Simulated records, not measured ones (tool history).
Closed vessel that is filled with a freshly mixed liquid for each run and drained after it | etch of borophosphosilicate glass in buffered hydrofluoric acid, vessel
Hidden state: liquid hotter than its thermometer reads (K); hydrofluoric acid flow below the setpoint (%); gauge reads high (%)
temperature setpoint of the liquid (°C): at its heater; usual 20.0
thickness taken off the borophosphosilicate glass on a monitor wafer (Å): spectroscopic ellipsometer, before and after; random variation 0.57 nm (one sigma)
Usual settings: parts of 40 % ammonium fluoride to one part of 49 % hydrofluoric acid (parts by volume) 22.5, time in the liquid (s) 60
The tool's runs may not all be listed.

run,hour,temperature setpoint of the liquid (°C),parts of 40 % ammonium fluoride to one part of 49 % hydrofluoric acid (parts by volume),time in the liquid (s),wafers since the last listed run,hours since the thermometer was replaced,hours since the hydrofluoric acid flow meter was replaced,hours since the gauge calibration,"read-back film thickness of the borophosphosilicate glass reference wafer, read on the same gauge (nm)",thickness taken off the borophosphosilicate glass on a monitor wafer (Å)
1,0.0,20.0,22.5,60,0,1103.2,824.5,684.2,60.00,744.7
2,43.0,20.0,22.5,60,6288,1146.2,867.5,727.2,59.99,734.6
3,81.3,20.0,22.5,35,5600,1184.5,905.8,765.5,59.99,429.5
4,133.7,20.0,22.5,35,7662,1236.9,958.2,817.9,60.01,427.8
5,175.0,20.0,18.0,60,6039,1278.2,999.5,859.2,59.99,863.0
6,242.9,20.0,22.5,45,9929,1346.1,1067.4,927.1,59.98,546.6
7,297.6,20.0,22.5,45,7999,1400.8,1122.1,981.8,59.99,541.9
8,360.6,20.0,22.5,45,9213,1463.8,1185.1,1044.8,59.96,544.0
9,398.2,20.0,22.5,60,5498,1501.4,1222.7,1082.4,59.99,729.6
10,426.9,17.0,22.5,30,4197,1530.1,1251.4,1111.1,60.00,305.7
# hour 439.3: thermometer replaced
11,603.2,20.0,22.5,30,25635,163.9,1427.7,1287.4,59.98,356.6
12,665.5,20.0,30.0,60,9110,226.2,1490.0,1349.7,59.99,568.0
13,717.9,20.0,28.0,60,7662,278.6,1542.4,1402.1,59.98,600.7
14,748.1,20.0,22.5,60,4416,308.8,1572.6,1432.3,60.00,702.7
15,817.0,17.0,15.0,60,10075,377.7,1641.5,1501.2,60.00,832.6
16,860.4,20.0,22.5,60,6346,421.1,1684.9,1544.6,60.01,706.1
17,927.8,22.5,22.5,60,9856,488.5,1752.3,1612.0,60.02,814.0
18,985.3,17.5,22.5,60,8408,546.0,1809.8,1669.5,60.02,613.6

Forecast run 19:
19,1040.7,20.0,22.5,60,8101,601.4,1865.2,1724.9,?,?

read-back film thickness of the borophosphosilicate glass reference wafer, read on the same gauge (nm): 60.00
thickness taken off the borophosphosilicate glass on a monitor wafer (Å): 691.2
Without the tool's hidden state the same run would have given thickness taken off the borophosphosilicate glass on a monitor wafer (Å) 746.4.

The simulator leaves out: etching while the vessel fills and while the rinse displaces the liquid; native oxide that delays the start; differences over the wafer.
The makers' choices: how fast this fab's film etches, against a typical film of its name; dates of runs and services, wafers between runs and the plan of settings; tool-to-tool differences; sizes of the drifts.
